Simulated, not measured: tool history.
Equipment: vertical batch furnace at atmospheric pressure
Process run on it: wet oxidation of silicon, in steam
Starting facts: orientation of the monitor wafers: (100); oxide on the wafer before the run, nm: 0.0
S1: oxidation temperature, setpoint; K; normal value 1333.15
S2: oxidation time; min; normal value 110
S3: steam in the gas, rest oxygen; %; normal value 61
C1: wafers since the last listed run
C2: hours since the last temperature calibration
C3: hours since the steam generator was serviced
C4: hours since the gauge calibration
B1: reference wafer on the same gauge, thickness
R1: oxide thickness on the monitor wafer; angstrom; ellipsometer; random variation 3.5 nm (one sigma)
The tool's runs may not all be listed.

{"run": 1, "hour": 0.0, "S1": 1333.15, "S2": 110, "S3": 61, "C1": 0, "C2": 1301.4, "C3": 2061.9, "C4": 1166.9, "B1": 529.13, "R1": 6272}
{"run": 2, "hour": 95.3, "S1": 1333.15, "S2": 110, "S3": 64, "C1": 1364, "C2": 1396.7, "C3": 2157.2, "C4": 1262.2, "B1": 530.01, "R1": 6477.6}
{"run": 3, "hour": 171.7, "S1": 1333.15, "S2": 110, "S3": 61, "C1": 1094, "C2": 1473.1, "C3": 2233.6, "C4": 1338.6, "B1": 529.61, "R1": 6261.1}
{"run": 4, "hour": 209.3, "S1": 1333.15, "S2": 110, "S3": 61, "C1": 538, "C2": 1510.7, "C3": 2271.2, "C4": 1376.2, "B1": 530.05, "R1": 6288.9}
{"run": 5, "hour": 307.5, "S1": 1333.15, "S2": 110, "S3": 61, "C1": 1406, "C2": 1608.9, "C3": 2369.4, "C4": 1474.4, "B1": 530.33, "R1": 6252.5}
{"run": 6, "hour": 458.3, "S1": 1333.15, "S2": 110, "S3": 61, "C1": 2159, "C2": 1759.7, "C3": 2520.2, "C4": 1625.2, "B1": 529.78, "R1": 6208.2}
{"hour": 475.0, "done": "gauge calibrated"}
{"run": 7, "hour": 526.4, "S1": 1333.15, "S2": 110, "S3": 61, "C1": 975, "C2": 1827.8, "C3": 2588.3, "C4": 51.4, "B1": 530.32, "R1": 6276.4}
{"run": 8, "hour": 628.5, "S1": 1333.15, "S2": 110, "S3": 61, "C1": 1462, "C2": 1929.9, "C3": 2690.4, "C4": 153.5, "B1": 529.71, "R1": 6242}
{"run": 9, "hour": 716.8, "S1": 1333.15, "S2": 110, "S3": 61, "C1": 1264, "C2": 2018.2, "C3": 2778.7, "C4": 241.8, "B1": 530.24, "R1": 6268.9}
{"run": 10, "hour": 767.0, "S1": 1333.15, "S2": 110, "S3": 61, "C1": 718, "C2": 2068.4, "C3": 2828.9, "C4": 292, "B1": 529.56, "R1": 6228.8}
{"run": 11, "hour": 860.1, "S1": 1333.15, "S2": 147, "S3": 61, "C1": 1333, "C2": 2161.5, "C3": 2922, "C4": 385.1, "B1": 529.16, "R1": 7359.1}
{"run": 12, "hour": 950.3, "S1": 1344.15, "S2": 110, "S3": 61, "C1": 1291, "C2": 2251.7, "C3": 3012.2, "C4": 475.3, "B1": 531.44, "R1": 6600.7}
{"run": 13, "hour": 987.0, "S1": 1333.15, "S2": 110, "S3": 53, "C1": 525, "C2": 2288.4, "C3": 3048.9, "C4": 512, "B1": 529.88, "R1": 5613.3}
{"run": 14, "hour": 1038.7, "S1": 1333.15, "S2": 110, "S3": 53, "C1": 740, "C2": 2340.1, "C3": 3100.6, "C4": 563.7, "B1": 530.11, "R1": 5661.9}
{"run": 15, "hour": 1131.3, "S1": 1333.15, "S2": 110, "S3": 61, "C1": 1326, "C2": 2432.7, "C3": 3193.2, "C4": 656.3, "B1": 528.8, "R1": 6161.8}
{"run": 16, "hour": 1205.3, "S1": 1333.15, "S2": 150.5, "S3": 61, "C1": 1059, "C2": 2506.7, "C3": 3267.2, "C4": 730.3, "B1": 530.4, "R1": 7363.7}
{"hour": 1286.1, "done": "steam generator serviced"}
{"run": 17, "hour": 1286.6, "S1": 1333.15, "S2": 150.5, "S3": 61, "C1": 820, "C2": 2588, "C3": 0.5, "C4": 811.6, "B1": 529.36, "R1": 7295.4}
{"run": 18, "hour": 1326.2, "S1": 1333.15, "S2": 97, "S3": 61, "C1": 567, "C2": 2627.6, "C3": 40.1, "C4": 851.2, "B1": 530.94, "R1": 5604.7}
{"run": 19, "hour": 1388.5, "S1": 1318.15, "S2": 68, "S3": 64, "C1": 892, "C2": 2689.9, "C3": 102.4, "C4": 913.5, "B1": 529.77, "R1": 4331.6}
{"hour": 1418.9, "done": "thermocouples replaced and temperature profile calibrated"}
{"run": 20, "hour": 1490.2, "S1": 1316.15, "S2": 124.5, "S3": 54, "C1": 1112, "C2": 71.3, "C3": 204.1, "C4": 1015.2, "B1": 530.14, "R1": 5549.3}
{"run": 21, "hour": 1555.7, "S1": 1310.15, "S2": 88, "S3": 61, "C1": 938, "C2": 136.8, "C3": 269.6, "C4": 1080.7, "B1": 530.26, "R1": 4716}
{"run": 22, "hour": 1654.7, "S1": 1316.15, "S2": 124.5, "S3": 54, "C1": 1417, "C2": 235.8, "C3": 368.6, "C4": 1179.7, "B1": 530.49, "R1": 5564.8}
{"hour": 1706.1, "done": "steam generator serviced, repeated, since the last time left the tool worse"}
{"run": 23, "hour": 1757.4, "S1": 1333.15, "S2": 110, "S3": 64, "C1": 1127, "C2": 338.5, "C3": 51.3, "C4": 1282.4, "B1": 530, "R1": 6538.2}
{"run": 24, "hour": 1844.0, "S1": 1344.15, "S2": 137.5, "S3": 52, "C1": 1240, "C2": 425.1, "C3": 137.9, "C4": 1369, "B1": 529.92, "R1": 6960.6}
{"run": 25, "hour": 2125.6, "S1": 1333.15, "S2": 110, "S3": 61, "C1": 4033, "C2": 706.7, "C3": 419.5, "C4": 1650.6, "B1": 529.89, "R1": 6335.7}
{"hour": 2140.9, "done": "gauge calibrated"}
{"run": 26, "hour": 2174.7, "S1": 1333.15, "S2": 61.5, "S3": 61, "C1": 703, "C2": 755.8, "C3": 468.6, "C4": 33.8, "B1": 529.87, "R1": 4469.3}
{"run": 27, "hour": 2222.9, "S1": 1310.15, "S2": 110, "S3": 72, "C1": 690, "C2": 804, "C3": 516.8, "C4": 82, "B1": 531.02, "R1": 6285.6}
{"run": 28, "hour": 2304.6, "S1": 1313.15, "S2": 95.5, "S3": 71, "C1": 1170, "C2": 885.7, "C3": 598.5, "C4": 163.7, "B1": 530.45, "R1": 5845}
{"run": 29, "hour": 2393.2, "S1": 1310.15, "S2": 148.5, "S3": 61, "C1": 1268, "C2": 974.3, "C3": 687.1, "C4": 252.3, "B1": 530.63, "R1": 6776.8}
{"run": 30, "hour": 2458.7, "S1": 1321.15, "S2": 78, "S3": 55, "C1": 938, "C2": 1039.8, "C3": 752.6, "C4": 317.8, "B1": 530.08, "R1": 4568.8}
{"run": 31, "hour": 2545.8, "S1": 1333.15, "S2": 61.5, "S3": 61, "C1": 1247, "C2": 1126.9, "C3": 839.7, "C4": 404.9, "B1": 529.25, "R1": 4478.4}

Estimate the outcome of run 32 from the log above:
{"run": 32, "hour": 2631.1, "S1": 1346.15, "S2": 128.5, "S3": 61, "C1": 1221, "C2": 1212.2, "C3": 925, "C4": 490.2, "B1": "?", "R1": "?"}

B1: 530.54
R1: 7356.2 angstrom
On a tool with no hidden condition, and with the same random variation, this run would have come out at R1 7392.5 angstrom.

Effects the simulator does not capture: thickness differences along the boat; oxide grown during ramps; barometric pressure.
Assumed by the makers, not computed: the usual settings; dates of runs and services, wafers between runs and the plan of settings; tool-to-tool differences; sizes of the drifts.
